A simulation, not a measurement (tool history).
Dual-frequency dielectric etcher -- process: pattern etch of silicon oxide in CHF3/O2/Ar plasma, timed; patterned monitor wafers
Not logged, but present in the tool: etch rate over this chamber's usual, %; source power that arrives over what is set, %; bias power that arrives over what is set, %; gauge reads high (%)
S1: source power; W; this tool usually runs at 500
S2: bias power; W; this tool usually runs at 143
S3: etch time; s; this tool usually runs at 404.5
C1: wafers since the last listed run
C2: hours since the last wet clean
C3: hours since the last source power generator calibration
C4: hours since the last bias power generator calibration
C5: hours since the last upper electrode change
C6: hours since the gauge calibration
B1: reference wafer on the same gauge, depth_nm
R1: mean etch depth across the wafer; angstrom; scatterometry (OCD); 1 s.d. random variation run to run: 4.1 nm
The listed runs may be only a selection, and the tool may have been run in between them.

Run 1, hour 0.0: usual settings but S3 487.0 s; C1 0; C2 460.0; C3 2351.0; C4 1640.2; C5 2046.2; C6 123.4; B1 701.4. Result: R1 7546 angstrom.
Run 2, hour 17.6: usual settings but S3 487.0 s; C1 58; C2 477.6; C3 2368.6; C4 1657.8; C5 2063.8; C6 141.0; B1 701.8. Result: R1 7604 angstrom.
Run 3, hour 26.4: usual settings but S2 133 W; C1 29; C2 486.4; C3 2377.4; C4 1666.6; C5 2072.6; C6 149.8; B1 701.3. Result: R1 6095 angstrom.
Run 4, hour 42.5: usual settings but S2 133 W; C1 53; C2 502.5; C3 2393.5; C4 1682.7; C5 2088.7; C6 165.9; B1 702.2. Result: R1 6137 angstrom.
At hour 55.5: source power generator calibrated.
Run 5, hour 59.5: usual settings but S2 133 W; C1 43; C2 519.5; C3 4.0; C4 1699.7; C5 2105.7; C6 182.9; B1 700.5. Result: R1 6033 angstrom.
Run 6, hour 72.8: usual settings; C1 44; C2 532.8; C3 17.3; C4 1713.0; C5 2119.0; C6 196.2; B1 700.4. Result: R1 6243 angstrom.
At hour 104.1: wet clean of the chamber.
Run 7, hour 104.6: usual settings; C1 26; C2 0.5; C3 49.1; C4 1744.8; C5 2150.8; C6 228.0; B1 702.6. Result: R1 6522 angstrom.
Run 8, hour 105.0: usual settings; C1 1; C2 0.9; C3 49.5; C4 1745.2; C5 2151.2; C6 228.4; B1 700.6. Result: R1 6550 angstrom.
Run 9, hour 105.5: usual settings; C1 1; C2 1.4; C3 50.0; C4 1745.7; C5 2151.7; C6 228.9; B1 700.7. Result: R1 6544 angstrom.
Run 10, hour 114.7: usual settings; C1 30; C2 10.6; C3 59.2; C4 1754.9; C5 2160.9; C6 238.1; B1 701.5. Result: R1 6498 angstrom.
At hour 142.5: upper electrode replaced.
Run 11, hour 143.0: usual settings but S2 168 W; C1 14; C2 38.9; C3 87.5; C4 1783.2; C5 0.5; C6 266.4; B1 700.9. Result: R1 6904 angstrom.
Run 12, hour 143.4: usual settings but S2 168 W; C1 1; C2 39.3; C3 87.9; C4 1783.6; C5 0.9; C6 266.8; B1 700.9. Result: R1 6946 angstrom.
Run 13, hour 143.8: usual settings but S1 410 W, S3 339.5 s; C1 1; C2 39.7; C3 88.3; C4 1784.0; C5 1.3; C6 267.2; B1 700.8. Result: R1 5055 angstrom.
At hour 145.1: gauge calibrated.
Run 14, hour 153.4: usual settings; C1 32; C2 49.3; C3 97.9; C4 1793.6; C5 10.9; C6 8.3; B1 700.3. Result: R1 6514 angstrom.
At hour 164.0: bias power generator calibrated.
Run 15, hour 164.5: usual settings; C1 23; C2 60.4; C3 109.0; C4 0.5; C5 22.0; C6 19.4; B1 701.3. Result: R1 6428 angstrom.
Run 16, hour 177.0: usual settings but S1 580 W, S2 114 W, S3 506.5 s; C1 41; C2 72.9; C3 121.5; C4 13.0; C5 34.5; C6 31.9; B1 702.7. Result: R1 8013 angstrom.
Run 17, hour 184.0: usual settings but S1 430 W, S2 157 W, S3 472.0 s; C1 23; C2 79.9; C3 128.5; C4 20.0; C5 41.5; C6 38.9; B1 700.8. Result: R1 7370 angstrom.
Run 18, hour 195.2: usual settings; C1 37; C2 91.1; C3 139.7; C4 31.2; C5 52.7; C6 50.1; B1 701.3. Result: R1 6548 angstrom.
Run 19, hour 208.4: usual settings; C1 44; C2 104.3; C3 152.9; C4 44.4; C5 65.9; C6 63.3; B1 700.7. Result: R1 6501 angstrom.
Run 20, hour 222.6: usual settings but S1 430 W, S2 111 W, S3 337.0 s; C1 47; C2 118.5; C3 167.1; C4 58.6; C5 80.1; C6 77.5; B1 701.0. Result: R1 4646 angstrom.
Run 21, hour 236.7: usual settings but S1 600 W; C1 47; C2 132.6; C3 181.2; C4 72.7; C5 94.2; C6 91.6; B1 701.2. Result: R1 6895 angstrom.
Run 22, hour 253.0: usual settings but S1 380 W, S2 164 W, S3 283.0 s; C1 54; C2 148.9; C3 197.5; C4 89.0; C5 110.5; C6 107.9; B1 701.0. Result: R1 4325 angstrom.
Run 23, hour 267.4: usual settings but S2 155 W; C1 48; C2 163.3; C3 211.9; C4 103.4; C5 124.9; C6 122.3; B1 701.8. Result: R1 6625 angstrom.
Run 24, hour 277.0: usual settings; C1 32; C2 172.9; C3 221.5; C4 113.0; C5 134.5; C6 131.9; B1 701.8. Result: R1 6432 angstrom.
Run 25, hour 300.1: usual settings but S1 410 W, S2 164 W, S3 339.0 s; C1 77; C2 196.0; C3 244.6; C4 136.1; C5 157.6; C6 155.0; B1 702.0. Result: R1 5237 angstrom.
Run 26, hour 308.8: usual settings but S1 390 W, S2 173 W; C1 29; C2 204.7; C3 253.3; C4 144.8; C5 166.3; C6 163.7; B1 701.0. Result: R1 6324 angstrom.
Run 27, hour 320.2: usual settings but S1 580 W, S2 128 W; C1 38; C2 216.1; C3 264.7; C4 156.2; C5 177.7; C6 175.1; B1 701.7. Result: R1 6423 angstrom.
Run 28, hour 333.5: usual settings; C1 44; C2 229.4; C3 278.0; C4 169.5; C5 191.0; C6 188.4; B1 701.3. Result: R1 6339 angstrom.
Run 29, hour 350.5: usual settings but S2 109 W; C1 56; C2 246.4; C3 295.0; C4 186.5; C5 208.0; C6 205.4; B1 701.2. Result: R1 5785 angstrom.
Run 30, hour 364.4: usual settings; C1 46; C2 260.3; C3 308.9; C4 200.4; C5 221.9; C6 219.3; B1 701.2. Result: R1 6360 angstrom.
Run 31, hour 377.1: usual settings but S2 112 W, S3 316.0 s; C1 42; C2 273.0; C3 321.6; C4 213.1; C5 234.6; C6 232.0; B1 701.8. Result: R1 4557 angstrom.

Difference, measured minus no-hidden-state, one row per run. Run-to-run variation is common to both terms; the gauge's own scatter need not be:
run    R1
  1  -304
  2  -321
  3  -263
  4  -276
  5  -282
  6  -301
  7    +6
  8    +7
  9    +6
 10    +0
 11   -20
 12   -20
 13   -14
 14   -25
 15   -33
 16   -50
 17   -52
 18   -53
 19   -62
 20   -51
 21   -86
 22   -61
 23  -103
 24  -107
 25   -99
 26  -126
 27  -135
 28  -142
 29  -140
 30  -163
 31  -123
